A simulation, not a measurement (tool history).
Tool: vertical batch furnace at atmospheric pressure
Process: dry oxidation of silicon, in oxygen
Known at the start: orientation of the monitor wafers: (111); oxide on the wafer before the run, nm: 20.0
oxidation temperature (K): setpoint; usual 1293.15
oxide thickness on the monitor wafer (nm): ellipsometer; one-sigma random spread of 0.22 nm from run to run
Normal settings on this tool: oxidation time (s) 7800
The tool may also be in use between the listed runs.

run	hour	oxidation temperature (K)	oxidation time (s)	wafers since the last listed run	hours since the last temperature calibration	hours since the boat lift was adjusted	hours since the gauge calibration	read-back reference wafer on the same gauge, thickness	oxide thickness on the monitor wafer (nm)
1	0	1293.15	9180	0	2580.9	2674	233.8	108.98	130.73
2	70.8	1293.15	7800	612	2651.7	2744.8	304.6	108.97	118.63
3	175.9	1293.15	7800	908	2756.8	2849.9	409.7	109.07	118.91
4	279.5	1293.15	7800	895	2860.4	2953.5	513.3	108.98	119.14
5	335.3	1293.15	7800	482	2916.2	3009.3	569.1	109.02	118.86
6	406.1	1293.15	7800	612	2987	3080.1	639.9	108.91	118.84
7	482.1	1293.15	7800	657	3063	3156.1	715.9	109	118.49
8	664.1	1293.15	7800	1573	3245	3338.1	897.9	109	119.11
9	771.1	1293.15	7800	925	3352	3445.1	1004.9	109.01	119.22
10	840.2	1293.15	7800	597	3421.1	3514.2	1074	109.06	119.56
11	887.6	1283.15	7800	409	3468.5	3561.6	1121.4	109.04	112.45

Predict the results of run 12:
# hour 1009: thermocouples replaced and temperature profile calibrated
# hour 1082.4: gauge calibrated
12	1140.6	1311.15	5130	1980	131.6	3814.6	58.2	?	?

read-back reference wafer on the same gauge, thickness: 108.97
oxide thickness on the monitor wafer (nm): 100.69
Minus the tool's unlogged condition, the same run would have read oxide thickness on the monitor wafer (nm) 102.46.

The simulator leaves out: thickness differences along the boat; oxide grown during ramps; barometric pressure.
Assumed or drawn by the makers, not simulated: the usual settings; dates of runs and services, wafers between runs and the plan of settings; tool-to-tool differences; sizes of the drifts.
